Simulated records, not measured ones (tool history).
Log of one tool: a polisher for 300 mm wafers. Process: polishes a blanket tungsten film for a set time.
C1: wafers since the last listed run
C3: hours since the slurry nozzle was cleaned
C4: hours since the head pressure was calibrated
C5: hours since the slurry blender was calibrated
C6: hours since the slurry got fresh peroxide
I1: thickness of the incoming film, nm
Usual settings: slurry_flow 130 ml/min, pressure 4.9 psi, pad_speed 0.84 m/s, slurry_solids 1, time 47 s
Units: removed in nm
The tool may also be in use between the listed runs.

Run 1, hour 0: usual settings but slurry_solids 1.2; C1 0; wafers polished on this pad 1008; C3 560; C4 254.1; C5 4.7; C6 138.4; I1 1020. Result: removed 239.4 nm.
Run 2, hour 44.2: usual settings but slurry_solids 1.2; C1 566; wafers polished on this pad 1575; C3 604.2; C4 298.3; C5 48.9; C6 182.6; I1 1035.4. Result: removed 237.5 nm.
At hour 66.7: slurry nozzle cleaned.
At hour 84.6: slurry tank refilled with fresh slurry and peroxide.
Run 3, hour 85.3: usual settings but slurry_solids 1.2; C1 501; wafers polished on this pad 2076; C3 18.6; C4 339.4; C5 90; C6 0.7; I1 1038.2. Result: removed 221.1 nm.
At hour 107.1: worn pad replaced by a new one.
Run 4, hour 147.3: usual settings; C1 743; wafers polished on this pad 515; C3 80.6; C4 401.4; C5 152; C6 62.7; I1 1021.9. Result: removed 211.6 nm.
Run 5, hour 173.4: usual settings; C1 334; wafers polished on this pad 849; C3 106.7; C4 427.5; C5 178.1; C6 88.8; I1 1026.9. Result: removed 206.8 nm.
At hour 220.2: slurry blender recalibrated.
Run 6, hour 239: usual settings; C1 815; wafers polished on this pad 1665; C3 172.3; C4 493.1; C5 18.8; C6 154.4; I1 1048.1. Result: removed 234 nm.
Run 7, hour 289.5: usual settings; C1 647; wafers polished on this pad 2312; C3 222.8; C4 543.6; C5 69.3; C6 204.9; I1 1025.5. Result: removed 223.2 nm.
At hour 303.9: slurry tank refilled with fresh slurry and peroxide.
At hour 326.5: worn pad replaced by a new one.
Run 8, hour 345.8: usual settings; C1 657; wafers polished on this pad 246; C3 279.1; C4 599.9; C5 125.6; C6 41.9; I1 1031.3. Result: removed 222.1 nm.
At hour 375: head pressure recalibrated.
Run 9, hour 381: usual settings; C1 425; wafers polished on this pad 672; C3 314.3; C4 6; C5 160.8; C6 77.1; I1 1029.1. Result: removed 222.7 nm.
At hour 401.5: slurry blender recalibrated.
Run 10, hour 436.3: usual settings; C1 683; wafers polished on this pad 1355; C3 369.6; C4 61.3; C5 34.8; C6 132.4; I1 1031.4. Result: removed 228.8 nm.
Run 11, hour 468.4: usual settings; C1 411; wafers polished on this pad 1767; C3 401.7; C4 93.4; C5 66.9; C6 164.5; I1 1022.8. Result: removed 227.8 nm.
At hour 478.3: slurry tank refilled with fresh slurry and peroxide.
At hour 524: worn pad replaced by a new one.
Run 12, hour 530.4: usual settings; C1 730; wafers polished on this pad 81; C3 463.7; C4 155.4; C5 128.9; C6 52.1; I1 1017.7. Result: removed 225.6 nm.
Run 13, hour 598.5: usual settings but slurry_flow 90 ml/min, pressure 3.3 psi; C1 872; wafers polished on this pad 954; C3 531.8; C4 223.5; C5 197; C6 120.2; I1 1029.3. Result: removed 133.5 nm.
At hour 616.8: slurry blender recalibrated.
Run 14, hour 634.5: usual settings but pad_speed 0.58 m/s, time 61 s; C1 435; wafers polished on this pad 1390; C3 567.8; C4 259.5; C5 17.7; C6 156.2; I1 1038.1. Result: removed 209.5 nm.
Run 15, hour 665.9: usual settings but slurry_flow 110 ml/min, pressure 3.4 psi, time 39 s; C1 402; wafers polished on this pad 1792; C3 599.2; C4 290.9; C5 49.1; C6 187.6; I1 1031.1. Result: removed 125.1 nm.
At hour 699.9: worn pad replaced by a new one.
At hour 702: slurry tank refilled with fresh slurry and peroxide.
At hour 728.7: slurry nozzle cleaned.
Run 16, hour 731.6: usual settings but slurry_flow 105 ml/min, slurry_solids 0.9, time 58 s; C1 765; wafers polished on this pad 380; C3 2.9; C4 356.6; C5 114.8; C6 29.6; I1 1021. Result: removed 258.6 nm.
Run 17, hour 777: usual settings but pressure 3.7 psi; C1 581; wafers polished on this pad 962; C3 48.3; C4 402; C5 160.2; C6 75; I1 1030.2. Result: removed 165.4 nm.
At hour 812: slurry blender recalibrated.
Run 18, hour 831.7: usual settings but time 59 s; C1 675; wafers polished on this pad 1637; C3 103; C4 456.7; C5 19.7; C6 129.7; I1 1047.8. Result: removed 293 nm.
Run 19, hour 898.8: usual settings but pressure 4.1 psi, slurry_solids 1.15, time 61 s; C1 860; wafers polished on this pad 2498; C3 170.1; C4 523.8; C5 86.8; C6 196.8; I1 1026.7. Result: removed 243.2 nm.
At hour 904.2: head pressure recalibrated.
At hour 911.3: worn pad replaced by a new one.
Run 20, hour 925.3: usual settings but slurry_flow 115 ml/min, slurry_solids 0.9; C1 262; wafers polished on this pad 179; C3 196.6; C4 21.1; C5 113.3; C6 223.3; I1 1042.9. Result: removed 210.7 nm.
At hour 929.4: slurry tank refilled with fresh slurry and peroxide.
At hour 987.6: slurry blender recalibrated.
Run 21, hour 991.7: usual settings; C1 812; wafers polished on this pad 992; C3 263; C4 87.5; C5 4.1; C6 62.3; I1 1044.1. Result: removed 239 nm.

Forecast each of these 4 alternatives for the next run:
Run A, hour 992.1: usual settings; C1 5; wafers polished on this pad 997; C3 263.4; C4 87.9; C5 4.5; C6 62.7; I1 1022.8. Result: removed ?.
Run B, hour 992.1: usual settings but time 55 s; C1 5; wafers polished on this pad 997; C3 263.4; C4 87.9; C5 4.5; C6 62.7; I1 1022.8. Result: removed ?.
Run C, hour 992.1: usual settings but slurry_flow 170 ml/min, slurry_solids 1.15; C1 5; wafers polished on this pad 997; C3 263.4; C4 87.9; C5 4.5; C6 62.7; I1 1022.8. Result: removed ?.
Run D, hour 992.1: usual settings but slurry_flow 150 ml/min, pressure 5.4 psi, pad_speed 0.62 m/s, time 38 s; C1 5; wafers polished on this pad 997; C3 263.4; C4 87.9; C5 4.5; C6 62.7; I1 1022.8. Result: removed ?.

run  removed
  A    234.1
  B    273.9
  C    255.6
  D    157.9
Without the tool's hidden state the same runs would have given:
run  removed
  A    239.1
  B    279.7
  C    261.1
  D    161.3

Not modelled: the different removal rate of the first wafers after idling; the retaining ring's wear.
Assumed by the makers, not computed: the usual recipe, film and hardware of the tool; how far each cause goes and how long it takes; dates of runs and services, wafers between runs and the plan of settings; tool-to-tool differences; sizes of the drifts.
